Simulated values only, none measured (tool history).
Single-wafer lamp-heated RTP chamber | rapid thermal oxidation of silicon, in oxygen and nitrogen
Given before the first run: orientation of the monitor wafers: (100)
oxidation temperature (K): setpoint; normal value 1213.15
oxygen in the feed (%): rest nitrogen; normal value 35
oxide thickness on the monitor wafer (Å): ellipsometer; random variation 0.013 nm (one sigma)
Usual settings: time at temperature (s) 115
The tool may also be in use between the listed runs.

run,hour,oxidation temperature (K),time at temperature (s),oxygen in the feed (%),wafers since the last listed run,wafers since the last pyrometer calibration,hours since the oxygen flow controller was replaced,hours since the gauge calibration,"read-back reference wafer on the same gauge, thickness",oxide thickness on the monitor wafer (Å)
1,0,1213.15,115,50,0,2038,6067.2,579.1,3.678,39.16
2,101.9,1213.15,115,50,1115,3154,6169.1,681,3.682,39.63
# hour 161.7: pyrometer window cleaned and pyrometer calibrated
3,165.3,1213.15,115,35,606,39,6232.5,744.4,3.677,35.29
4,214.9,1213.15,115,35,542,582,6282.1,794,3.682,35.52
5,336.8,1213.15,115,35,1334,1916,6404,915.9,3.679,35.67
6,429.8,1213.15,100,35,1017,2934,6497,1008.9,3.674,34.41
# hour 507: pyrometer window cleaned and pyrometer calibrated
7,522.9,1213.15,100,35,931,173,6590.1,1102,3.684,33.75
# hour 531.7: gauge calibrated
8,564.9,1213.15,100,35,459,633,6632.1,33.2,3.684,33.54
# hour 592.2: oxygen flow controller replaced
9,658.2,1213.15,115,35,933,1567,66,126.5,3.678,35.48
10,734.6,1213.15,115,35,836,2403,142.4,202.9,3.677,35.54
11,825.7,1213.15,115,35,997,3400,233.5,294,3.682,36.3
# hour 879.7: pyrometer window cleaned and pyrometer calibrated
12,926.4,1213.15,115,50,1014,511,334.2,394.7,3.683,39.21
13,983.9,1213.15,152,56,629,1141,391.7,452.2,3.681,45.17
14,1081.9,1213.15,115,35,1072,2213,489.7,550.2,3.681,35.88
15,1164.1,1213.15,115,43,899,3113,571.9,632.4,3.686,38.36
16,1218.4,1213.15,156,35,594,3707,626.2,686.7,3.684,41.18
# hour 1229.9: pyrometer window cleaned and pyrometer calibrated
17,1255.1,1213.15,115,35,314,275,662.9,723.4,3.682,35
18,1349.5,1213.15,90,50,1033,1309,757.3,817.8,3.682,35.44
19,1418.6,1221.15,90,43,756,2065,826.4,886.9,3.681,36
20,1459.6,1213.15,115,35,448,2514,867.4,927.9,3.679,35.73
21,1528,1238.15,86,35,748,3262,935.8,996.3,3.68,37.92
# hour 1550.2: pyrometer window cleaned and pyrometer calibrated
22,1589.1,1238.15,65,35,581,425,996.9,1057.4,3.682,33.44
23,1678.1,1213.15,115,35,974,1399,1085.9,1146.4,3.686,35.33

For each entry between runs, how does the tool's hidden state at the last listed run before it compare with that at the first listed run after it?
Runs 2 to 3: pyrometer window cleaned and pyrometer calibrated (hour 161.7)
  true wafer temperature minus pyrometer reading, K: 3.64 -> 0.913
  difference, measured minus the result without the unlogged condition, oxide thickness on the monitor wafer (Å): +0.97 -> +0.19
Runs 6 to 7: pyrometer window cleaned and pyrometer calibrated (hour 507)
  true wafer temperature minus pyrometer reading, K: 4 -> 0.5
  difference, measured minus the result without the unlogged condition, oxide thickness on the monitor wafer (Å): +0.8 -> +0.1
Runs 7 to 8: gauge calibrated (hour 531.7)
  true wafer temperature minus pyrometer reading, K: 0.5 -> 0.634
  difference, measured minus the result without the unlogged condition, oxide thickness on the monitor wafer (Å): +0.1 -> +0.12
Runs 8 to 9: oxygen flow controller replaced (hour 592.2)
  true wafer temperature minus pyrometer reading, K: 0.634 -> 1.47
  difference, measured minus the result without the unlogged condition, oxide thickness on the monitor wafer (Å): +0.12 -> +0.32
Runs 11 to 12: pyrometer window cleaned and pyrometer calibrated (hour 879.7)
  true wafer temperature minus pyrometer reading, K: 4.86 -> 1.34
  difference, measured minus the result without the unlogged condition, oxide thickness on the monitor wafer (Å): +1.07 -> +0.36
Runs 16 to 17: pyrometer window cleaned and pyrometer calibrated (hour 1229.9)
  true wafer temperature minus pyrometer reading, K: 6.18 -> 0.0752
  difference, measured minus the result without the unlogged condition, oxide thickness on the monitor wafer (Å): +1.69 -> +0.01
Runs 21 to 22: pyrometer window cleaned and pyrometer calibrated (hour 1550.2)
  true wafer temperature minus pyrometer reading, K: 3.87 -> 0.314
  difference, measured minus the result without the unlogged condition, oxide thickness on the monitor wafer (Å): +0.92 -> +0.06
